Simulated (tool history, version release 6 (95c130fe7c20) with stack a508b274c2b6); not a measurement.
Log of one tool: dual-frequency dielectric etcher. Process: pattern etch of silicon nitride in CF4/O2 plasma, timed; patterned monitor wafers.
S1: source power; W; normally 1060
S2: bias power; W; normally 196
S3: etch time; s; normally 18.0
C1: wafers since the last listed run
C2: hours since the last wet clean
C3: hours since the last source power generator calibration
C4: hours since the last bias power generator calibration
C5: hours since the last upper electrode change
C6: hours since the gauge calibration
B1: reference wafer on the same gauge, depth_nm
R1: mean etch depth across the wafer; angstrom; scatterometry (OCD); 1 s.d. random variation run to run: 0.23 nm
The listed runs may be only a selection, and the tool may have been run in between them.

{"run": 1, "hour": 0.0, "S1": 980, "S2": 196, "S3": 15.0, "C1": 0, "C2": 383.8, "C3": 1975.5, "C4": 1260.9, "C5": 4631.5, "C6": 314.8, "B1": 89.9, "R1": 599}
{"run": 2, "hour": 42.6, "S1": 980, "S2": 196, "S3": 15.0, "C1": 420, "C2": 426.4, "C3": 2018.1, "C4": 1303.5, "C5": 4674.1, "C6": 357.4, "B1": 90.1, "R1": 600}
{"hour": 103.3, "done": "wet clean of the chamber"}
{"run": 3, "hour": 126.4, "S1": 1060, "S2": 196, "S3": 18.0, "C1": 590, "C2": 23.1, "C3": 2101.9, "C4": 1387.3, "C5": 4757.9, "C6": 441.2, "B1": 90.2, "R1": 753}
{"run": 4, "hour": 227.5, "S1": 1060, "S2": 196, "S3": 18.0, "C1": 998, "C2": 124.2, "C3": 2203.0, "C4": 1488.4, "C5": 4859.0, "C6": 542.3, "B1": 90.5, "R1": 757}
{"run": 5, "hour": 292.2, "S1": 1060, "S2": 196, "S3": 18.0, "C1": 639, "C2": 188.9, "C3": 2267.7, "C4": 1553.1, "C5": 4923.7, "C6": 607.0, "B1": 90.5, "R1": 757}
{"run": 6, "hour": 334.9, "S1": 1060, "S2": 196, "S3": 18.0, "C1": 421, "C2": 231.6, "C3": 2310.4, "C4": 1595.8, "C5": 4966.4, "C6": 649.7, "B1": 90.7, "R1": 760}
{"hour": 415.2, "done": "upper electrode replaced"}
{"run": 7, "hour": 430.2, "S1": 1060, "S2": 196, "S3": 18.0, "C1": 704, "C2": 326.9, "C3": 2405.7, "C4": 1691.1, "C5": 15.0, "C6": 745.0, "B1": 90.9, "R1": 760}
{"hour": 539.0, "done": "wet clean of the chamber"}
{"run": 8, "hour": 539.5, "S1": 1060, "S2": 236, "S3": 18.0, "C1": 842, "C2": 0.5, "C3": 2515.0, "C4": 1800.4, "C5": 124.3, "C6": 854.3, "B1": 91.1, "R1": 813}
{"run": 9, "hour": 583.2, "S1": 1250, "S2": 212, "S3": 22.0, "C1": 431, "C2": 44.2, "C3": 2558.7, "C4": 1844.1, "C5": 168.0, "C6": 898.0, "B1": 91.3, "R1": 1045}
{"hour": 629.0, "done": "gauge calibrated"}
{"hour": 661.6, "done": "source power generator calibrated"}
{"run": 10, "hour": 671.1, "S1": 1060, "S2": 196, "S3": 18.0, "C1": 828, "C2": 132.1, "C3": 9.5, "C4": 1932.0, "C5": 255.9, "C6": 42.1, "B1": 89.8, "R1": 751}
{"hour": 704.8, "done": "bias power generator calibrated"}
{"run": 11, "hour": 750.4, "S1": 1060, "S2": 196, "S3": 18.0, "C1": 743, "C2": 211.4, "C3": 88.8, "C4": 45.6, "C5": 335.2, "C6": 121.4, "B1": 89.9, "R1": 748}
{"run": 12, "hour": 791.3, "S1": 1310, "S2": 226, "S3": 23.0, "C1": 404, "C2": 252.3, "C3": 129.7, "C4": 86.5, "C5": 376.1, "C6": 162.3, "B1": 89.9, "R1": 1127}
{"run": 13, "hour": 841.7, "S1": 1240, "S2": 154, "S3": 13.5, "C1": 497, "C2": 302.7, "C3": 180.1, "C4": 136.9, "C5": 426.5, "C6": 212.7, "B1": 90.1, "R1": 568}
{"run": 14, "hour": 907.8, "S1": 980, "S2": 229, "S3": 15.5, "C1": 652, "C2": 368.8, "C3": 246.2, "C4": 203.0, "C5": 492.6, "C6": 278.8, "B1": 90.1, "R1": 655}

Across each entry between runs, compare the hidden state at the last listed run before it with the hidden state at the first listed run after it:
Run 2 -> run 3: wet clean of the chamber (hour 103.3)
  gauge reads high (%): 0.414 -> 0.541
  what was measured, less what the result would be without the hidden state, R1: +2 -> +4 angstrom
Run 6 -> run 7: upper electrode replaced (hour 415.2)
  gauge reads high (%): 0.973 -> 1.23
  what was measured, less what the result would be without the hidden state, R1: +7 -> +9 angstrom
Run 7 -> run 8: wet clean of the chamber (hour 539.0)
  gauge reads high (%): 1.23 -> 1.56
  what was measured, less what the result would be without the hidden state, R1: +9 -> +13 angstrom
Run 9 -> run 10: gauge calibrated (hour 629.0); source power generator calibrated (hour 661.6)
  gauge reads high (%): 1.7 -> 0.195
  what was measured, less what the result would be without the hidden state, R1: +17 -> +2 angstrom
Run 10 -> run 11: bias power generator calibrated (hour 704.8)
  gauge reads high (%): 0.195 -> 0.22
  what was measured, less what the result would be without the hidden state, R1: +2 -> +1 angstrom
